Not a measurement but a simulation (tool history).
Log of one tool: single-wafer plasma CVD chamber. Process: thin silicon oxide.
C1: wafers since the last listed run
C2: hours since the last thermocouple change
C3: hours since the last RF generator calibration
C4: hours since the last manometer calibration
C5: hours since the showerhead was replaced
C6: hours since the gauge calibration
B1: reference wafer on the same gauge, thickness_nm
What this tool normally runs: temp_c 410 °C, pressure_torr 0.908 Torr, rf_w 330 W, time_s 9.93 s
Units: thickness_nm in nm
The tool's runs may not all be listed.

Run 1, hour 0: usual settings but temp_c 420 °C; C1 0; C2 1002; C3 624.5; C4 274.3; C5 6161.3; C6 933.9; B1 26.283. Result: thickness_nm 22.047 nm.
Run 2, hour 64.3: usual settings but temp_c 420 °C; C1 1597; C2 1066.3; C3 688.8; C4 338.6; C5 6225.6; C6 998.2; B1 26.283. Result: thickness_nm 22.109 nm.
Run 3, hour 122.7: usual settings but temp_c 404 °C, time_s 11.42 s; C1 1451; C2 1124.7; C3 747.2; C4 397; C5 6284; C6 1056.6; B1 26.303. Result: thickness_nm 25.686 nm.
Run 4, hour 157.6: usual settings but temp_c 404 °C, time_s 11.42 s; C1 867; C2 1159.6; C3 782.1; C4 431.9; C5 6318.9; C6 1091.5; B1 26.312. Result: thickness_nm 25.59 nm.
Run 5, hour 276.1: usual settings; C1 2944; C2 1278.1; C3 900.6; C4 550.4; C5 6437.4; C6 1210; B1 26.308. Result: thickness_nm 22.113 nm.
Run 6, hour 310.4: usual settings but temp_c 401 °C, pressure_torr 0.84 Torr; C1 852; C2 1312.4; C3 934.9; C4 584.7; C5 6471.7; C6 1244.3; B1 26.331. Result: thickness_nm 20.721 nm.
At hour 318.4: RF generator calibrated.
Run 7, hour 337.8: usual settings but temp_c 405 °C; C1 482; C2 1339.8; C3 19.4; C4 612.1; C5 6499.1; C6 1271.7; B1 26.332. Result: thickness_nm 22.853 nm.
Run 8, hour 371.7: usual settings but temp_c 417 °C; C1 842; C2 1373.7; C3 53.3; C4 646; C5 6533; C6 1305.6; B1 26.3. Result: thickness_nm 22.643 nm.
Run 9, hour 422.6: usual settings but temp_c 401 °C, pressure_torr 1.013 Torr, rf_w 355 W, time_s 11.52 s; C1 1264; C2 1424.6; C3 104.2; C4 696.9; C5 6583.9; C6 1356.5; B1 26.37. Result: thickness_nm 29.355 nm.
Run 10, hour 462.5: usual settings but temp_c 423 °C, rf_w 295 W, time_s 11.02 s; C1 991; C2 1464.5; C3 144.1; C4 736.8; C5 6623.8; C6 1396.4; B1 26.322. Result: thickness_nm 24.213 nm.
Run 11, hour 513.8: usual settings but temp_c 421 °C, pressure_torr 0.971 Torr, rf_w 265 W, time_s 8.75 s; C1 1274; C2 1515.8; C3 195.4; C4 788.1; C5 6675.1; C6 1447.7; B1 26.316. Result: thickness_nm 19.441 nm.
Run 12, hour 577.1: usual settings; C1 1572; C2 1579.1; C3 258.7; C4 851.4; C5 6738.4; C6 1511; B1 26.336. Result: thickness_nm 22.37 nm.
At hour 591.2: gauge calibrated.
Run 13, hour 626.1: usual settings but temp_c 396 °C, pressure_torr 0.973 Torr; C1 1217; C2 1628.1; C3 307.7; C4 900.4; C5 6787.4; C6 34.9; B1 26.275. Result: thickness_nm 24.255 nm.
Run 14, hour 673.2: usual settings but temp_c 402 °C, time_s 11.87 s; C1 1170; C2 1675.2; C3 354.8; C4 947.5; C5 6834.5; C6 82; B1 26.305. Result: thickness_nm 27.059 nm.

The next listed run, before its measurement:
At hour 699.4: thermocouple changed; heater temperature recalibrated.
Run 15, hour 702.5: usual settings but pressure_torr 0.818 Torr, time_s 9.29 s; C1 529; C2 3.1; C3 384.1; C4 976.8; C5 6863.8; C6 111.3; B1 ?. Result: thickness_nm ?.

B1: 26.271
thickness_nm: 19.198 nm
Without the tool's hidden state the same run would have given thickness_nm 19.421 nm.

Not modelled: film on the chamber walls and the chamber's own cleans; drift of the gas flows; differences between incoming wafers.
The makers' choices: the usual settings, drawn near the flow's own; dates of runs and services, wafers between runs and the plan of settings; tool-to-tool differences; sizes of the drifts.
